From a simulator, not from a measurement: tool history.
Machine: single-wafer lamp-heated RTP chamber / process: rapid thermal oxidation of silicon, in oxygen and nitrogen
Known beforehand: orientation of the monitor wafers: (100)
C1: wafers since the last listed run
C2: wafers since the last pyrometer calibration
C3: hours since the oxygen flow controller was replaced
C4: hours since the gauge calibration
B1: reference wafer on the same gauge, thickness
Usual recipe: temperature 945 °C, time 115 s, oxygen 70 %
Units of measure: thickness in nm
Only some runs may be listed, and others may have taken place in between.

Run 1, hour 0.0: usual settings; C1 0; C2 4032; C3 3322.8; C4 98.8; B1 3.790. Result: thickness 4.640 nm.
Run 2, hour 13.2: usual settings; C1 94; C2 4127; C3 3336.0; C4 112.0; B1 3.792. Result: thickness 4.655 nm.
Run 3, hour 24.7: usual settings; C1 82; C2 4209; C3 3347.5; C4 123.5; B1 3.799. Result: thickness 4.656 nm.
Run 4, hour 31.9: usual settings but oxygen 55 %; C1 51; C2 4261; C3 3354.7; C4 130.7; B1 3.783. Result: thickness 4.284 nm.
Run 5, hour 43.4: usual settings but oxygen 55 %; C1 82; C2 4343; C3 3366.2; C4 142.2; B1 3.793. Result: thickness 4.301 nm.
Run 6, hour 60.8: usual settings; C1 124; C2 4468; C3 3383.6; C4 159.6; B1 3.779. Result: thickness 4.615 nm.
Run 7, hour 78.6: usual settings; C1 127; C2 4596; C3 3401.4; C4 177.4; B1 3.792. Result: thickness 4.645 nm.
Run 8, hour 92.5: usual settings; C1 99; C2 4696; C3 3415.3; C4 191.3; B1 3.802. Result: thickness 4.657 nm.
Run 9, hour 100.3: usual settings but temperature 939 °C; C1 55; C2 4752; C3 3423.1; C4 199.1; B1 3.787. Result: thickness 4.469 nm.
Run 10, hour 108.3: usual settings but temperature 939 °C; C1 57; C2 4809; C3 3431.1; C4 207.1; B1 3.783. Result: thickness 4.426 nm.
Run 11, hour 115.6: usual settings; C1 52; C2 4862; C3 3438.4; C4 214.4; B1 3.792. Result: thickness 4.641 nm.
Run 12, hour 122.3: usual settings but time 156 s; C1 48; C2 4910; C3 3445.1; C4 221.1; B1 3.793. Result: thickness 5.231 nm.
Run 13, hour 131.6: usual settings but time 156 s; C1 66; C2 4976; C3 3454.4; C4 230.4; B1 3.781. Result: thickness 5.310 nm.
Run 14, hour 139.6: usual settings but temperature 953 °C; C1 57; C2 5034; C3 3462.4; C4 238.4; B1 3.791. Result: thickness 4.935 nm.
Run 15, hour 147.2: usual settings but time 156 s; C1 54; C2 5088; C3 3470.0; C4 246.0; B1 3.794. Result: thickness 5.307 nm.
Run 16, hour 159.8: usual settings but time 92 s, oxygen 58 %; C1 90; C2 5179; C3 3482.6; C4 258.6; B1 3.785. Result: thickness 4.020 nm.
Run 17, hour 170.2: usual settings but temperature 974 °C, time 156 s, oxygen 90 %; C1 74; C2 5253; C3 3493.0; C4 269.0; B1 3.790. Result: thickness 7.270 nm.
Run 18, hour 183.9: usual settings; C1 98; C2 5352; C3 3506.7; C4 282.7; B1 3.785. Result: thickness 4.633 nm.
Run 19, hour 201.2: usual settings; C1 124; C2 5476; C3 3524.0; C4 300.0; B1 3.797. Result: thickness 4.650 nm.
At hour 208.0: gauge calibrated.
Run 20, hour 211.9: usual settings but temperature 953 °C, time 70 s, oxygen 56 %; C1 76; C2 5553; C3 3534.7; C4 3.9; B1 3.783. Result: thickness 3.781 nm.
At hour 222.2: oxygen flow controller replaced.
Run 21, hour 225.1: usual settings; C1 37; C2 5590; C3 2.9; C4 17.1; B1 3.791. Result: thickness 4.628 nm.
Run 22, hour 240.8: usual settings but time 155 s; C1 112; C2 5703; C3 18.6; C4 32.8; B1 3.786. Result: thickness 5.248 nm.
At hour 252.8: pyrometer window cleaned and pyrometer calibrated.
Run 23, hour 257.0: usual settings but temperature 929 °C, time 153 s; C1 58; C2 30; C3 34.8; C4 49.0; B1 3.799. Result: thickness 4.631 nm.
Run 24, hour 270.7: usual settings but temperature 974 °C, time 159 s, oxygen 58 %; C1 98; C2 128; C3 48.5; C4 62.7; B1 3.785. Result: thickness 6.283 nm.
Run 25, hour 284.8: usual settings but temperature 915 °C, oxygen 55 %; C1 101; C2 229; C3 62.6; C4 76.8; B1 3.795. Result: thickness 3.577 nm.

Predict the results of run 26:
Run 26, hour 302.1: usual settings; C1 124; C2 353; C3 79.9; C4 94.1; B1 ?. Result: thickness ?.

B1: 3.793
thickness: 4.639 nm
The same run, on a tool lacking any hidden state, would have yielded thickness 4.639 nm.
